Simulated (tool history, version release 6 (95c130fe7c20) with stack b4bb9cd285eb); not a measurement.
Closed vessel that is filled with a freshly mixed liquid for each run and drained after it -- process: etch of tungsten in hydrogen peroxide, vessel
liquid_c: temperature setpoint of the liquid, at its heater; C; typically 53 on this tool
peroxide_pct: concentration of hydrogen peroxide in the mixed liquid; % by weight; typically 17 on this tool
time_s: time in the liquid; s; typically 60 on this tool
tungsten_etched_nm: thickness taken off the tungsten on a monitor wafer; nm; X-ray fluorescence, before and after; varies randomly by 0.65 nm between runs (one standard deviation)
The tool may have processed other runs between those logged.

run	hour	liquid_c	peroxide_pct	time_s	wafers since the last listed run	hours since the thermometer was replaced	hours since the peroxide flow meter was replaced	hours since the drum of peroxide was connected	hours since the gauge calibration	read-back film thickness of the tungsten reference wafer, read on the same gauge (nm)	tungsten_etched_nm
1	0	53	17	35	0	270.1	278.7	606.8	593.1	140.04	74.16
# hour 33.1: new drum of peroxide connected
2	75.8	53	17	60	6544	345.9	354.5	42.7	668.9	139.99	126.6
3	118.8	57	17	60	3762	388.9	397.5	85.7	711.9	140.03	160.97
4	188.7	53	17	60	6116	458.8	467.4	155.6	781.8	140.05	126.3
5	275.7	59	17	60	7612	545.8	554.4	242.6	868.8	140.02	181.52
# hour 331.7: peroxide flow meter replaced
6	339.5	53	17	60	5494	609.6	7.8	306.4	932.6	140.02	126.42
7	429.9	53	17	60	7909	700	98.2	396.8	1023	139.99	125.95
8	481.4	53	17	60	4506	751.5	149.7	448.3	1074.5	140.02	128.04
9	548.9	53	19	60	5906	819	217.2	515.8	1142	140.01	134.25
# hour 576.3: thermometer replaced
# hour 593.3: new drum of peroxide connected
10	624.6	53	19	60	6448	48.3	292.9	31.3	1217.7	139.98	133.91
11	710	53	19	60	7472	133.7	378.3	116.7	1303.1	139.98	132.74
12	754.6	53	17	60	3902	178.3	422.9	161.3	1347.7	140.01	126.73
13	857.5	53	17	60	9003	281.2	525.8	264.2	1450.6	140.02	127.23
14	900.2	48	17	60	3736	323.9	568.5	306.9	1493.3	140.02	93.61
# hour 977.3: peroxide flow meter replaced
15	1003.6	53	17	60	8959	427.3	26.3	410.3	1596.7	139.99	126.39
16	1108.1	53	19.5	60	9143	531.8	130.8	514.8	1701.2	140.02	134.87
17	1179	57.5	17	85	6203	602.7	201.7	585.7	1772.1	139.99	236.76
# hour 1223.4: new drum of peroxide connected
18	1253.9	50	12.5	85	6466	677.6	276.6	30.5	1847	139.99	129.13
# hour 1315.9: thermometer replaced
19	1331.9	59.5	21.5	70	6737	16	354.6	108.5	1925	140	243.12
20	1374.3	62	20.5	40	3709	58.4	397	150.9	1967.4	139.97	157.22
# hour 1416.1: gauge calibrated
21	1435.7	58	12.5	85	5372	119.8	458.4	212.3	19.6	140	208.69
22	1543.4	61	18.5	45	9423	227.5	566.1	320	127.3	140.06	159.42
23	1614.3	53	17	60	6203	298.4	637	390.9	198.2	140.03	126.01
# hour 1648.6: peroxide flow meter replaced
24	1688.6	43	14	70	6413	372.7	40	465.2	272.5	139.97	72.77
# hour 1725.2: new drum of peroxide connected
25	1752.9	53	17	60	5538	437	104.3	27.7	336.8	140.03	126.53
26	1815.2	48.5	19	70	5451	499.3	166.6	90	399.1	140.02	119.22
27	1911.2	62	17	60	8399	595.3	262.6	186	495.1	140.01	215.29
# hour 1979.1: thermometer replaced
28	2009.9	50.5	19.5	60	8548	30.8	361.3	284.7	593.8	140.02	116.97
# hour 2250.3: peroxide flow meter replaced
29	2302	60.5	15	85	25470	322.9	51.7	576.8	885.9	140.03	261.17
# hour 2347: new drum of peroxide connected
30	2447.5	53	17	70	12643	468.4	197.2	100.5	1031.4	140.02	148.72
31	2490.6	56	15	35	3771	511.5	240.3	143.6	1074.5	140.02	83.67

Exercise: give the hidden state of the tool at every run:
liquid hotter than its thermometer reads (K): 0 in every run
peroxide flow above the setpoint (%): 0 in every run
peroxide weaker than its label (%): 0 in every run
gauge reads high (%): 0 in every run

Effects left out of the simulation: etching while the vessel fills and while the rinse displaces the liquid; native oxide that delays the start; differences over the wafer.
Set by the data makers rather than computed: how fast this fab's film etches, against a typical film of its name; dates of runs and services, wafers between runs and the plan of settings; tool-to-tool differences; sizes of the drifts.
